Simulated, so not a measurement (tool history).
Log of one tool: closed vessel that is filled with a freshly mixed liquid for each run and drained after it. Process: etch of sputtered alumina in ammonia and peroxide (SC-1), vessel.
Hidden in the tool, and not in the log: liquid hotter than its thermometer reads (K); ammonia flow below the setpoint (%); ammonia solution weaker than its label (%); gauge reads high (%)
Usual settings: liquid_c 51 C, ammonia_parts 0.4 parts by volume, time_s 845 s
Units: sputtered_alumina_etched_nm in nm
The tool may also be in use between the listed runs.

run     day  liquid_c  ammonia_parts  time_s  wafers since the last listed run  hours since the thermometer was replaced  hours since the ammonia flow meter was replaced  hours since the drum of ammonia solution was connected  hours since the gauge calibration  read-back film thickness of the sputtered alumina reference wafer, read on the same gauge (nm)  sputtered_alumina_etched_nm
  1       0        51            0.4     845                                 0                                    1604.3                                            714.1                                                   544.8                              697.1                                                                                              70                        53.04
  2   1.604        51            0.4     845                              1932                                    1642.8                                            752.6                                                   583.3                              735.6                                                                                           69.97                        52.75
        4.6  -- ammonia flow meter replaced
  3   5.583        51            0.4     565                              4743                                    1738.3                                             23.6                                                   678.8                              831.1                                                                                           69.98                        35.42
      6.742  -- new drum of ammonia solution connected
  4     9.8        51            0.4     565                              5029                                    1839.5                                            124.8                                                    73.4                              932.3                                                                                           69.98                        35.36
  5  11.533        51            0.4     845                              2088                                    1881.1                                            166.4                                                     115                              973.9                                                                                              70                        53.69
  6  15.329        51            0.4     845                              4572                                    1972.2                                            257.5                                                   206.1                               1065                                                                                           70.02                        53.48
  7  18.229        51            0.4     845                              3493                                    2041.8                                            327.1                                                   275.7                             1134.6                                                                                           70.01                         53.8
  8  21.138        51            0.4     845                              3503                                    2111.6                                            396.9                                                   345.5                             1204.4                                                                                           69.98                        53.38
  9  22.725        51            0.4     845                              1912                                    2149.7                                              435                                                   383.6                             1242.5                                                                                           69.99                        53.69
 10  26.721        51            0.4     845                              4813                                    2245.6                                            530.9                                                   479.5                             1338.4                                                                                           69.99                        53.63
     29.029  -- thermometer replaced
 11  29.562        51            0.4     845                              3373                                      12.8                                            599.1                                                   547.7                             1406.6                                                                                           70.02                        50.81
     30.633  -- new drum of ammonia solution connected
 12  33.138        51            0.4     845                              4256                                      98.6                                            684.9                                                    60.1                             1492.4                                                                                           69.99                        50.82
 13  36.292        51            0.4     845                              3799                                     174.3                                            760.6                                                   135.8                             1568.1                                                                                           70.02                        50.88
 14  38.742        45            0.5    1135                              2951                                     233.1                                            819.4                                                   194.6                             1626.9                                                                                              70                        50.08

Run 15 comes next. What will it give?
     39.142  -- ammonia flow meter replaced
     39.779  -- gauge calibrated
 15  42.988        45           0.25     980                              5064                                       335                                             92.3                                                   296.5                                 77                                                                                               ?                            ?

read-back film thickness of the sputtered alumina reference wafer, read on the same gauge (nm): 69.98
sputtered_alumina_etched_nm: 40.86 nm
Without the tool's hidden state the same run would have given sputtered_alumina_etched_nm 40.38 nm.
